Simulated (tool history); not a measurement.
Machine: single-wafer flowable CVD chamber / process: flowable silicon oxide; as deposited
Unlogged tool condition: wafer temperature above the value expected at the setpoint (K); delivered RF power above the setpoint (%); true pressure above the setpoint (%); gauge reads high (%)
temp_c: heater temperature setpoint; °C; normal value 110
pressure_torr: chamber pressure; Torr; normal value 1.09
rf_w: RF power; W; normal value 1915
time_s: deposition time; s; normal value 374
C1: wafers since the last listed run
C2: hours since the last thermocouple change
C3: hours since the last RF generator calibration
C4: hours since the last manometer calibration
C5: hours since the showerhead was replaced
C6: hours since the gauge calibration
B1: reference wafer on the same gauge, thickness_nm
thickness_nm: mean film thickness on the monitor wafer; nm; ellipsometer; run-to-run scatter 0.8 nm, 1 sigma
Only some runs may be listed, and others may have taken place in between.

Run 1, hour 0: usual settings but pressure_torr 0.99 Torr; C1 0; C2 1134.8; C3 1337.6; C4 699; C5 2813.6; C6 2115; B1 242.203. Result: thickness_nm 217.341 nm.
Run 2, hour 93.4: usual settings but pressure_torr 0.99 Torr; C1 342; C2 1228.2; C3 1431; C4 792.4; C5 2907; C6 2208.4; B1 241.993. Result: thickness_nm 217.572 nm.
Run 3, hour 144.6: usual settings; C1 187; C2 1279.4; C3 1482.2; C4 843.6; C5 2958.2; C6 2259.6; B1 241.924. Result: thickness_nm 239.126 nm.
Run 4, hour 190.1: usual settings; C1 166; C2 1324.9; C3 1527.7; C4 889.1; C5 3003.7; C6 2305.1; B1 242.162. Result: thickness_nm 238.267 nm.
Run 5, hour 248.5: usual settings; C1 213; C2 1383.3; C3 1586.1; C4 947.5; C5 3062.1; C6 2363.5; B1 241.747. Result: thickness_nm 239.122 nm.
Run 6, hour 293.6: usual settings; C1 165; C2 1428.4; C3 1631.2; C4 992.6; C5 3107.2; C6 2408.6; B1 242.18. Result: thickness_nm 240.511 nm.
Run 7, hour 349.4: usual settings; C1 204; C2 1484.2; C3 1687; C4 1048.4; C5 3163; C6 2464.4; B1 242.403. Result: thickness_nm 240.539 nm.
At hour 371.4: gauge calibrated.
Run 8, hour 439: usual settings; C1 328; C2 1573.8; C3 1776.6; C4 1138; C5 3252.6; C6 67.6; B1 242.042. Result: thickness_nm 239.614 nm.
Run 9, hour 507.6: usual settings but time_s 411 s; C1 251; C2 1642.4; C3 1845.2; C4 1206.6; C5 3321.2; C6 136.2; B1 241.666. Result: thickness_nm 263.577 nm.
Run 10, hour 578.6: usual settings but time_s 411 s; C1 260; C2 1713.4; C3 1916.2; C4 1277.6; C5 3392.2; C6 207.2; B1 241.973. Result: thickness_nm 264.251 nm.
Run 11, hour 635.7: usual settings but temp_c 104 °C, pressure_torr 1.16 Torr; C1 209; C2 1770.5; C3 1973.3; C4 1334.7; C5 3449.3; C6 264.3; B1 242.119. Result: thickness_nm 318.546 nm.
At hour 663.8: RF generator calibrated.
Run 12, hour 736.3: usual settings but temp_c 104 °C, pressure_torr 1.16 Torr; C1 339; C2 1871.1; C3 72.5; C4 1435.3; C5 3549.9; C6 364.9; B1 242.395. Result: thickness_nm 316.029 nm.
Run 13, hour 778.1: usual settings; C1 153; C2 1912.9; C3 114.3; C4 1477.1; C5 3591.7; C6 406.7; B1 242.058. Result: thickness_nm 238.855 nm.
Run 14, hour 820: usual settings but pressure_torr 1.22 Torr; C1 153; C2 1954.8; C3 156.2; C4 1519; C5 3633.6; C6 448.6; B1 241.684. Result: thickness_nm 266.792 nm.
At hour 868.6: thermocouple changed; heater temperature recalibrated.
Run 15, hour 875.4: usual settings but temp_c 99 °C, pressure_torr 1.29 Torr, time_s 395 s; C1 173; C2 6.8; C3 211.6; C4 1574.4; C5 3689; C6 504; B1 241.895. Result: thickness_nm 464.84 nm.
Run 16, hour 946: usual settings but pressure_torr 1.2 Torr, rf_w 1670 W; C1 258; C2 77.4; C3 282.2; C4 1645; C5 3759.6; C6 574.6; B1 242.282. Result: thickness_nm 264.434 nm.
Run 17, hour 1015.9: usual settings but temp_c 119 °C; C1 256; C2 147.3; C3 352.1; C4 1714.9; C5 3829.5; C6 644.5; B1 241.894. Result: thickness_nm 180.235 nm.
Run 18, hour 1057.2: usual settings but temp_c 106 °C, pressure_torr 1.35 Torr; C1 151; C2 188.6; C3 393.4; C4 1756.2; C5 3870.8; C6 685.8; B1 242.324. Result: thickness_nm 351.383 nm.
At hour 1157.8: showerhead replaced.
Run 19, hour 1158.3: usual settings but temp_c 97 °C, time_s 343 s; C1 340; C2 289.7; C3 494.5; C4 1857.3; C5 0.5; C6 786.9; B1 242.217. Result: thickness_nm 370.587 nm.
At hour 1247.9: capacitance manometer re-zeroed and calibrated.
Run 20, hour 1248.4: usual settings but temp_c 105 °C, pressure_torr 1.21 Torr; C1 300; C2 379.8; C3 584.6; C4 0.5; C5 90.6; C6 877; B1 241.995. Result: thickness_nm 323.376 nm.
Run 21, hour 1345.2: usual settings; C1 354; C2 476.6; C3 681.4; C4 97.3; C5 187.4; C6 973.8; B1 241.91. Result: thickness_nm 240.482 nm.
Run 22, hour 1433.6: usual settings but temp_c 103 °C, pressure_torr 0.83 Torr, time_s 341 s; C1 323; C2 565; C3 769.8; C4 185.7; C5 275.8; C6 1062.2; B1 242.202. Result: thickness_nm 216.334 nm.
Run 23, hour 1473.7: usual settings; C1 146; C2 605.1; C3 809.9; C4 225.8; C5 315.9; C6 1102.3; B1 241.917. Result: thickness_nm 242.227 nm.
Run 24, hour 1514.9: usual settings but temp_c 117 °C, pressure_torr 1.22 Torr, rf_w 1645 W, time_s 354 s; C1 150; C2 646.3; C3 851.1; C4 267; C5 357.1; C6 1143.5; B1 242.051. Result: thickness_nm 194.876 nm.
Run 25, hour 1564.9: usual settings but pressure_torr 1.02 Torr; C1 183; C2 696.3; C3 901.1; C4 317; C5 407.1; C6 1193.5; B1 241.864. Result: thickness_nm 227.58 nm.
Run 26, hour 1880.2: usual settings but rf_w 1545 W; C1 1154; C2 1011.6; C3 1216.4; C4 632.3; C5 722.4; C6 1508.8; B1 242.207. Result: thickness_nm 233.336 nm.
Run 27, hour 1941.6: usual settings but rf_w 1545 W; C1 224; C2 1073; C3 1277.8; C4 693.7; C5 783.8; C6 1570.2; B1 241.884. Result: thickness_nm 233.822 nm.
Run 28, hour 1996.7: usual settings but temp_c 115 °C, time_s 316 s; C1 201; C2 1128.1; C3 1332.9; C4 748.8; C5 838.9; C6 1625.3; B1 242.145. Result: thickness_nm 171.259 nm.

What if the next run were any one of these 4? Each begins from the tool's condition after run 28:
Run A, hour 1997.2: usual settings but temp_c 97 °C; C1 1; C2 1128.6; C3 1333.4; C4 749.3; C5 839.4; C6 1625.8; B1 ?. Result: thickness_nm ?.
Run B, hour 1997.2: usual settings but temp_c 101 °C, pressure_torr 0.95 Torr, time_s 340 s; C1 1; C2 1128.6; C3 1333.4; C4 749.3; C5 839.4; C6 1625.8; B1 ?. Result: thickness_nm ?.
Run C, hour 1997.2: usual settings but temp_c 122 °C; C1 1; C2 1128.6; C3 1333.4; C4 749.3; C5 839.4; C6 1625.8; B1 ?. Result: thickness_nm ?.
Run D, hour 1997.2: usual settings but temp_c 119 °C, pressure_torr 1.3 Torr, rf_w 1620 W; C1 1; C2 1128.6; C3 1333.4; C4 749.3; C5 839.4; C6 1625.8; B1 ?. Result: thickness_nm ?.

run       B1  thickness_nm
  A  241.794       392.216
  B  241.794       267.276
  C  241.794       159.935
  D  241.794       202.997
Had the tool no hidden state, the same runs would have come out as:
run  thickness_nm
  A       394.456
  B       268.705
  C       160.614
  D       203.881
